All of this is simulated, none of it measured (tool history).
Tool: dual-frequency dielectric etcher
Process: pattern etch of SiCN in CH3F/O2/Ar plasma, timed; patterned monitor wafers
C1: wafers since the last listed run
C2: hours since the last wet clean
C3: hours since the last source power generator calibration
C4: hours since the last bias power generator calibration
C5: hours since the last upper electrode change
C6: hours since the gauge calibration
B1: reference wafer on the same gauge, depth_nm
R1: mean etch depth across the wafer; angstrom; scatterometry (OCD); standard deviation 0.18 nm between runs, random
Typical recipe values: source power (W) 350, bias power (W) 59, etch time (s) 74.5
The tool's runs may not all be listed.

run 1 day=0.000 | source_power_(W)=390 bias_power_(W)=59 etch_time_(s)=67.5 | C1=0 C2=202.0 C3=1650.6 C4=3356.6 C5=2247.2 C6=1817.2 | B1=25.12 | R1=246.4
run 2 day=4.071 | source_power_(W)=280 bias_power_(W)=59 etch_time_(s)=57.5 | C1=1547 C2=299.7 C3=1748.3 C4=3454.3 C5=2344.9 C6=1914.9 | B1=25.05 | R1=193.9
run 3 day=7.679 | source_power_(W)=280 bias_power_(W)=59 etch_time_(s)=57.5 | C1=1371 C2=386.3 C3=1834.9 C4=3540.9 C5=2431.5 C6=2001.5 | B1=25.08 | R1=193.5
run 4 day=10.946 | source_power_(W)=280 bias_power_(W)=59 etch_time_(s)=57.5 | C1=1242 C2=464.7 C3=1913.3 C4=3619.3 C5=2509.9 C6=2079.9 | B1=25.19 | R1=194.6
-- day=13.946 wet clean of the chamber
run 5 day=19.917 | source_power_(W)=350 bias_power_(W)=47 etch_time_(s)=74.5 | C1=3030 C2=143.3 C3=2128.6 C4=3834.6 C5=2725.2 C6=2295.2 | B1=25.14 | R1=245.9
run 6 day=22.838 | source_power_(W)=350 bias_power_(W)=59 etch_time_(s)=74.5 | C1=1110 C2=213.4 C3=2198.7 C4=3904.7 C5=2795.3 C6=2365.3 | B1=25.12 | R1=259.0
run 7 day=26.546 | source_power_(W)=350 bias_power_(W)=59 etch_time_(s)=74.5 | C1=1409 C2=302.4 C3=2287.7 C4=3993.7 C5=2884.3 C6=2454.3 | B1=25.11 | R1=261.6
run 8 day=29.804 | source_power_(W)=350 bias_power_(W)=59 etch_time_(s)=74.5 | C1=1238 C2=380.6 C3=2365.9 C4=4071.9 C5=2962.5 C6=2532.5 | B1=25.11 | R1=264.2
run 9 day=32.783 | source_power_(W)=330 bias_power_(W)=59 etch_time_(s)=74.5 | C1=1132 C2=452.1 C3=2437.4 C4=4143.4 C5=3034.0 C6=2604.0 | B1=25.15 | R1=260.7
-- day=34.396 bias power generator calibrated
-- day=36.504 wet clean of the chamber
run 10 day=36.525 | source_power_(W)=330 bias_power_(W)=59 etch_time_(s)=74.5 | C1=979 C2=0.5 C3=2527.2 C4=51.1 C5=3123.8 C6=2693.8 | B1=25.09 | R1=246.7
-- day=38.521 gauge calibrated
-- day=38.571 upper electrode replaced, of another model than before
run 11 day=39.171 | source_power_(W)=330 bias_power_(W)=59 etch_time_(s)=74.5 | C1=625 C2=64.0 C3=2590.7 C4=114.6 C5=14.4 C6=15.6 | B1=25.10 | R1=250.7
-- day=40.925 source power generator calibrated
run 12 day=43.321 | source_power_(W)=350 bias_power_(W)=59 etch_time_(s)=74.5 | C1=1514 C2=163.6 C3=57.5 C4=214.2 C5=114.0 C6=115.2 | B1=25.02 | R1=256.6
run 13 day=44.879 | source_power_(W)=350 bias_power_(W)=59 etch_time_(s)=74.5 | C1=592 C2=201.0 C3=94.9 C4=251.6 C5=151.4 C6=152.6 | B1=25.08 | R1=258.4
run 14 day=46.804 | source_power_(W)=350 bias_power_(W)=59 etch_time_(s)=67.0 | C1=731 C2=247.2 C3=141.1 C4=297.8 C5=197.6 C6=198.8 | B1=25.18 | R1=233.8
run 15 day=50.825 | source_power_(W)=350 bias_power_(W)=71 etch_time_(s)=62.5 | C1=1528 C2=343.7 C3=237.6 C4=394.3 C5=294.1 C6=295.3 | B1=25.12 | R1=229.9
run 16 day=55.179 | source_power_(W)=350 bias_power_(W)=59 etch_time_(s)=74.5 | C1=1655 C2=448.2 C3=342.1 C4=498.8 C5=398.6 C6=399.8 | B1=25.02 | R1=265.6
run 17 day=58.371 | source_power_(W)=300 bias_power_(W)=59 etch_time_(s)=74.5 | C1=1213 C2=524.8 C3=418.7 C4=575.4 C5=475.2 C6=476.4 | B1=25.11 | R1=257.6
-- day=60.717 wet clean of the chamber
run 18 day=60.738 | source_power_(W)=310 bias_power_(W)=59 etch_time_(s)=74.5 | C1=519 C2=0.5 C3=475.5 C4=632.2 C5=532.0 C6=533.2 | B1=25.19 | R1=248.8
run 19 day=63.454 | source_power_(W)=350 bias_power_(W)=59 etch_time_(s)=74.5 | C1=1032 C2=65.7 C3=540.7 C4=697.4 C5=597.2 C6=598.4 | B1=25.15 | R1=259.9
run 20 day=67.171 | source_power_(W)=350 bias_power_(W)=59 etch_time_(s)=81.5 | C1=1413 C2=154.9 C3=629.9 C4=786.6 C5=686.4 C6=687.6 | B1=25.06 | R1=286.8
run 21 day=69.254 | source_power_(W)=350 bias_power_(W)=59 etch_time_(s)=88.0 | C1=792 C2=204.9 C3=679.9 C4=836.6 C5=736.4 C6=737.6 | B1=25.08 | R1=310.7
run 22 day=73.700 | source_power_(W)=350 bias_power_(W)=48 etch_time_(s)=57.5 | C1=1690 C2=311.6 C3=786.6 C4=943.3 C5=843.1 C6=844.3 | B1=25.09 | R1=196.5
run 23 day=77.883 | source_power_(W)=380 bias_power_(W)=59 etch_time_(s)=74.5 | C1=1590 C2=412.0 C3=887.0 C4=1043.7 C5=943.5 C6=944.7 | B1=25.04 | R1=273.8

What will run 24 give?
-- day=80.571 wet clean of the chamber
run 24 day=80.596 | source_power_(W)=440 bias_power_(W)=69 etch_time_(s)=62.0 | C1=651 C2=0.6 C3=952.1 C4=1108.8 C5=1008.6 C6=1009.8 | B1=? | R1=?

Run 24 yielded B1 25.05, R1 235.7 angstrom.
Without the tool's hidden state the same run would have given R1 234.8 angstrom.
